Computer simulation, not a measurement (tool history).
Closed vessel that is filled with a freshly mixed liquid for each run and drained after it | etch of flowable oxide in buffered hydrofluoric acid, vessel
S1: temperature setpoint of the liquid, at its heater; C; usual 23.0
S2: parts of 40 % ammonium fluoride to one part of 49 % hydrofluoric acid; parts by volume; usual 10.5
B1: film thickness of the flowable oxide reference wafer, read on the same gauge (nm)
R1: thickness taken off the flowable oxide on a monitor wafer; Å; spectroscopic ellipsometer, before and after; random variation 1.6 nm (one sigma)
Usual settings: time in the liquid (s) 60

Run 1, day 0.000: usual settings but S1 21.0 C; B1 60.02. Result: R1 2176.8 Å.
Run 2, day 3.221: usual settings but S1 21.0 C; B1 60.00. Result: R1 2198.8 Å.
Run 3, day 6.288: usual settings but S1 21.0 C; B1 60.02. Result: R1 2199.2 Å.
Run 4, day 8.483: usual settings; B1 59.99. Result: R1 2444.1 Å.
Run 5, day 10.671: usual settings; B1 59.99. Result: R1 2445.8 Å.
Run 6, day 14.142: usual settings; B1 60.00. Result: R1 2420.9 Å.
Run 7, day 15.971: usual settings but S2 13.5 parts by volume; B1 59.98. Result: R1 1914.0 Å.
Run 8, day 19.521: usual settings but S1 26.5 C; B1 59.97. Result: R1 2955.2 Å.
Run 9, day 22.388: usual settings but S1 26.5 C; B1 60.00. Result: R1 2920.9 Å.
Run 10, day 25.983: usual settings; B1 60.00. Result: R1 2430.0 Å.
Run 11, day 28.588: usual settings but S2 7.5 parts by volume; B1 59.97. Result: R1 3284.7 Å.
Run 12, day 32.871: usual settings but time in the liquid (s) 35; B1 59.99. Result: R1 1408.2 Å.
Run 13, day 36.908: usual settings but time in the liquid (s) 85; B1 60.04. Result: R1 3385.5 Å.
Run 14, day 44.529: usual settings but S1 18.0 C, S2 7.0 parts by volume, time in the liquid (s) 85; B1 60.00. Result: R1 3739.0 Å.
Run 15, day 47.538: usual settings; B1 60.01. Result: R1 2383.9 Å.
Run 16, day 49.308: usual settings but S2 12.5 parts by volume, time in the liquid (s) 50; B1 60.01. Result: R1 1668.7 Å.
Run 17, day 52.962: usual settings; B1 59.99. Result: R1 2395.0 Å.
Run 18, day 55.433: usual settings but S1 26.0 C, time in the liquid (s) 30; B1 59.98. Result: R1 1393.1 Å.
Run 19, day 58.029: usual settings; B1 59.98. Result: R1 2534.6 Å.
Run 20, day 62.488: usual settings but S1 25.0 C, S2 12.0 parts by volume; B1 60.01. Result: R1 2479.9 Å.
Run 21, day 65.262: usual settings but S2 14.0 parts by volume, time in the liquid (s) 75; B1 59.98. Result: R1 2390.0 Å.
Run 22, day 69.546: usual settings but S2 14.0 parts by volume, time in the liquid (s) 50; B1 59.98. Result: R1 1565.8 Å.
Run 23, day 71.571: usual settings; B1 60.02. Result: R1 2513.6 Å.
Run 24, day 75.129: usual settings but S1 19.0 C; B1 60.01. Result: R1 2006.1 Å.
Run 25, day 77.046: usual settings but S1 19.5 C, time in the liquid (s) 45; B1 60.00. Result: R1 1549.9 Å.
Run 26, day 78.917: usual settings but S1 27.5 C, S2 12.5 parts by volume; B1 59.96. Result: R1 2700.1 Å.
Run 27, day 82.071: usual settings but S2 6.5 parts by volume, time in the liquid (s) 30; B1 60.00. Result: R1 1966.5 Å.
Run 28, day 86.142: usual settings but S1 21.0 C, time in the liquid (s) 40; B1 60.00. Result: R1 1481.6 Å.
Run 29, day 88.483: usual settings; B1 60.01. Result: R1 2455.1 Å.
Run 30, day 91.325: usual settings but S1 28.0 C, S2 12.0 parts by volume, time in the liquid (s) 50; B1 60.00. Result: R1 2382.1 Å.
Run 31, day 95.004: usual settings but S1 24.5 C, S2 7.0 parts by volume, time in the liquid (s) 90; B1 59.99. Result: R1 5892.5 Å.
Run 32, day 98.500: usual settings but time in the liquid (s) 40; B1 60.01. Result: R1 1633.6 Å.
Run 33, day 100.812: usual settings but S1 21.0 C, time in the liquid (s) 85; B1 59.97. Result: R1 3127.3 Å.

Not shown: 3 entries that the log had between the listed runs. Between which runs, and how does the tool's hidden state differ before and after?
Between runs 16 and 17: gauge calibrated (day 50.296)
  hydrofluoric acid flow below the setpoint (%): 6.64 -> 6.86
  measured less the result without the state, R1: -116.2 -> -171.8 Å
Between runs 18 and 19: hydrofluoric acid flow meter replaced (day 55.992)
  hydrofluoric acid flow below the setpoint (%): 7.01 -> 0.926
  measured less the result without the state, R1: -102.2 -> -23.1 Å
Between runs 22 and 23: thermometer replaced (day 71.325)
  hydrofluoric acid flow below the setpoint (%): 1.61 -> 1.74
  measured less the result without the state, R1: -25.2 -> -43.1 Å
